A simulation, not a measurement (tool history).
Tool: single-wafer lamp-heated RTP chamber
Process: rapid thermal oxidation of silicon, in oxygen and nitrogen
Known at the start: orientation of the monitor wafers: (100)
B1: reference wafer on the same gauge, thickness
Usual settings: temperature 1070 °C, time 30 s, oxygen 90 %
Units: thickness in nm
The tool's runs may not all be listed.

Run 1, hour 0.0: usual settings; B1 5.820. Result: thickness 7.496 nm.
Run 2, hour 6.9: usual settings; B1 5.811. Result: thickness 7.478 nm.
Run 3, hour 58.9: usual settings; B1 5.809. Result: thickness 7.550 nm.
Run 4, hour 74.3: usual settings; B1 5.807. Result: thickness 7.562 nm.
Run 5, hour 85.8: usual settings; B1 5.813. Result: thickness 7.603 nm.
Run 6, hour 95.5: usual settings; B1 5.808. Result: thickness 7.526 nm.
Run 7, hour 102.6: usual settings; B1 5.801. Result: thickness 7.482 nm.
Run 8, hour 126.9: usual settings; B1 5.804. Result: thickness 7.626 nm.
Run 9, hour 137.3: usual settings; B1 5.812. Result: thickness 7.512 nm.
At hour 146.2: gauge calibrated.
Run 10, hour 146.6: usual settings but oxygen 79 %; B1 5.808. Result: thickness 7.273 nm.
Run 11, hour 161.6: usual settings but oxygen 79 %; B1 5.811. Result: thickness 7.202 nm.
Run 12, hour 167.8: usual settings but oxygen 79 %; B1 5.805. Result: thickness 7.208 nm.
Run 13, hour 178.2: usual settings; B1 5.814. Result: thickness 7.561 nm.
At hour 197.7: pyrometer window cleaned and pyrometer calibrated.
Run 14, hour 198.2: usual settings; B1 5.806. Result: thickness 7.793 nm.
Run 15, hour 208.3: usual settings; B1 5.815. Result: thickness 7.797 nm.
Run 16, hour 225.9: usual settings but time 24 s, oxygen 62 %; B1 5.804. Result: thickness 6.202 nm.
Run 17, hour 239.0: usual settings but temperature 1057 °C, time 43 s, oxygen 67 %; B1 5.807. Result: thickness 7.525 nm.
Run 18, hour 250.2: usual settings but temperature 1096 °C; B1 5.807. Result: thickness 9.253 nm.
Run 19, hour 263.7: usual settings but temperature 1092 °C; B1 5.810. Result: thickness 9.054 nm.
At hour 277.8: oxygen flow controller replaced.
At hour 279.2: pyrometer window cleaned and pyrometer calibrated, repeated, since the last time left the tool worse.
Run 20, hour 279.7: usual settings but temperature 1043 °C, time 36 s; B1 5.812. Result: thickness 6.532 nm.
Run 21, hour 282.3: usual settings but temperature 1087 °C; B1 5.813. Result: thickness 8.199 nm.
Run 22, hour 297.4: usual settings; B1 5.809. Result: thickness 7.364 nm.
Run 23, hour 305.7: usual settings; B1 5.814. Result: thickness 7.358 nm.
Run 24, hour 318.9: usual settings but oxygen 71 %; B1 5.808. Result: thickness 6.721 nm.
Run 25, hour 336.4: usual settings but temperature 1084 °C, time 24 s, oxygen 73 %; B1 5.810. Result: thickness 6.796 nm.
Run 26, hour 347.5: usual settings but temperature 1052 °C, time 16 s, oxygen 98 %; B1 5.813. Result: thickness 5.184 nm.
Run 27, hour 359.5: usual settings; B1 5.807. Result: thickness 7.393 nm.
Run 28, hour 376.1: usual settings but temperature 1096 °C, time 39 s, oxygen 64 %; B1 5.806. Result: thickness 8.628 nm.
Run 29, hour 393.1: usual settings but temperature 1081 °C, time 41 s, oxygen 73 %; B1 5.809. Result: thickness 8.436 nm.
Run 30, hour 409.2: usual settings but temperature 1079 °C; B1 5.811. Result: thickness 7.900 nm.
At hour 418.8: gauge calibrated.
Run 31, hour 425.9: usual settings but temperature 1042 °C, time 39 s, oxygen 64 %; B1 5.814. Result: thickness 6.119 nm.

Measured less the same run without the tool's hidden state. The same run-to-run variation is in both; the gauge's scatter may not be:
The hidden state here: true wafer temperature minus pyrometer reading, K; deviation of the oxygen flow from its setpoint, %; gauge reads high (%).
run  thickness
  1     +0.277
  2     +0.278
  3     +0.292
  4     +0.296
  5     +0.298
  6     +0.298
  7     +0.297
  8     +0.306
  9     +0.302
 10     +0.294
 11     +0.292
 12     +0.293
 13     +0.309
 14     +0.542
 15     +0.556
 16     +0.457
 17     +0.585
 18     +0.693
 19     +0.699
 20     +0.033
 21     +0.044
 22     +0.061
 23     +0.072
 24     +0.081
 25     +0.099
 26     +0.086
 27     +0.133
 28     +0.166
 29     +0.183
 30     +0.184
 31     +0.159

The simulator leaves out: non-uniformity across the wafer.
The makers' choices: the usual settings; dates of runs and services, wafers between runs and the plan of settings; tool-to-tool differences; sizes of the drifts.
